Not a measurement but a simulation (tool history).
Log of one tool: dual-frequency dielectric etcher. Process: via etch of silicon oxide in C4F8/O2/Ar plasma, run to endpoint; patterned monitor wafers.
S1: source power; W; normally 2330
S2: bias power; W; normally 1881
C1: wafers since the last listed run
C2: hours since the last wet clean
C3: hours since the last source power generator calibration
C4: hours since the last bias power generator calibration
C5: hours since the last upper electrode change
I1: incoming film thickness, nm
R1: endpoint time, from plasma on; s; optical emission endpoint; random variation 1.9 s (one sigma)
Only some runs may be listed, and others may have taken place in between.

Run 1, hour 0.0: usual settings; C1 0; C2 383.7; C3 2934.8; C4 3984.4; C5 1898.0; I1 2131.5. Result: R1 409.5 s.
Run 2, hour 17.7: usual settings; C1 54; C2 401.4; C3 2952.5; C4 4002.1; C5 1915.7; I1 2152.1. Result: R1 414.2 s.
Run 3, hour 28.3: usual settings but S1 2780 W, S2 1649 W; C1 32; C2 412.0; C3 2963.1; C4 4012.7; C5 1926.3; I1 2121.7. Result: R1 395.2 s.
At hour 54.7: wet clean of the chamber.
Run 4, hour 55.2: usual settings but S1 2780 W, S2 1649 W; C1 8; C2 0.5; C3 2990.0; C4 4039.6; C5 1953.2; I1 2137.7. Result: R1 415.7 s.
Run 5, hour 55.6: usual settings; C1 1; C2 0.9; C3 2990.4; C4 4040.0; C5 1953.6; I1 2156.2. Result: R1 436.6 s.
Run 6, hour 56.0: usual settings; C1 1; C2 1.3; C3 2990.8; C4 4040.4; C5 1954.0; I1 2120.7. Result: R1 424.5 s.
Run 7, hour 66.2: usual settings; C1 31; C2 11.5; C3 3001.0; C4 4050.6; C5 1964.2; I1 2146.9. Result: R1 428.8 s.
Run 8, hour 77.8: usual settings but S2 2091 W; C1 35; C2 23.1; C3 3012.6; C4 4062.2; C5 1975.8; I1 2137.9. Result: R1 418.8 s.
Run 9, hour 86.3: usual settings but S1 2150 W, S2 1618 W; C1 25; C2 31.6; C3 3021.1; C4 4070.7; C5 1984.3; I1 2132.6. Result: R1 457.9 s.
Run 10, hour 102.3: usual settings but S1 2640 W, S2 1667 W; C1 48; C2 47.6; C3 3037.1; C4 4086.7; C5 2000.3; I1 2129.3. Result: R1 418.2 s.
At hour 114.4: bias power generator calibrated.
At hour 127.7: upper electrode replaced.
Run 11, hour 128.2: usual settings but S2 2001 W; C1 26; C2 73.5; C3 3063.0; C4 13.8; C5 0.5; I1 2129.9. Result: R1 419.3 s.

For run 12, what comes out?
Run 12, hour 128.6: usual settings but S1 2040 W, S2 1567 W; C1 1; C2 73.9; C3 3063.4; C4 14.2; C5 0.9; I1 2116.1. Result: R1 ?.

{"run 12": {"R1": 467.4}}
Take away the tool's hidden state, keep the run-to-run variation as it was, and the same run would have given R1 476.5 s.
